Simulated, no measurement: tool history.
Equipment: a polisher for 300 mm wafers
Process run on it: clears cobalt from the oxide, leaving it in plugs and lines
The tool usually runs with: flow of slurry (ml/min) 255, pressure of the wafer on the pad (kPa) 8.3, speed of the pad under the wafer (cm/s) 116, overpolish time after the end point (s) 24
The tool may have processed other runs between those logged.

run	hour	flow of slurry (ml/min)	pressure of the wafer on the pad (kPa)	speed of the pad under the wafer (cm/s)	overpolish time after the end point (s)	incoming thickness of the incoming film, nm	time until the end point was called (s)	dishing of a wide line in a test structure (Å)
1	0	255	8.3	116	30	209.5	57.1	463
2	60.3	255	8.3	116	30	207.2	57.1	469
3	119.9	255	8.3	116	30	205.8	56.7	471
4	201.6	255	6.9	124	24	208.6	62.9	413
# hour 247.5: worn pad replaced by a new one
5	289.8	255	6.9	124	24	211.8	63.3	415
6	328	255	6.9	124	24	205.5	60.8	428
7	384	255	8.3	116	24	211.7	55.8	431
8	439.9	255	8.3	116	24	209.3	54.9	440
9	535.8	255	8.3	116	24	214	56.8	450
# hour 626.2: worn pad replaced by a new one
# hour 641: head pressure recalibrated
10	641.5	255	8.3	116	24	209.6	58.2	434
# hour 668.2: slurry nozzle cleaned
11	745.9	255	8.3	116	24	212.3	59	436
12	802.9	255	8.3	116	24	211	57.8	424
13	855.4	195	6.2	150	28	207.3	61	449
14	925.7	225	7.6	96	24	213.3	78.3	382
# hour 992.5: worn pad replaced by a new one
15	1031.9	325	6.9	116	24	209.4	68.6	405
16	1136.6	255	6.2	116	34	208.6	75.6	446
17	1230.5	255	8.3	116	14	211.6	58.6	332
18	1278.6	255	7.6	116	24	213	64	416
# hour 1351.5: worn pad replaced by a new one
# hour 1367.9: slurry nozzle cleaned
19	1368.4	255	8.3	144	24	210.3	46.5	473
20	1406.5	255	6.9	124	24	211.6	65.4	416
21	1470.9	255	9.7	80	24	210.8	71.5	392
22	1510.9	255	8.3	116	24	209	57	443
23	1572	255	8.3	116	24	208.7	56.7	435
24	1656.6	255	8.3	90	24	207.6	70.3	391
# hour 1711.8: worn pad replaced by a new one
25	1749.7	255	9.7	116	24	208	47	454

Forecast each of these 3 alternatives for the next run:
A	1750.2	305	8.3	116	24	211.3	?	?
B	1750.2	255	10.3	116	24	211.3	?	?
C	1750.2	345	8.3	92	31	211.3	?	?

run	time until the end point was called (s)	dishing of a wide line in a test structure (Å)
A	55.7	442
B	45.6	470
C	69.6	449
With no hidden state in the tool, these same runs would have given:
run	time until the end point was called (s)	dishing of a wide line in a test structure (Å)
A	58.3	434
B	47.8	464
C	72.9	442
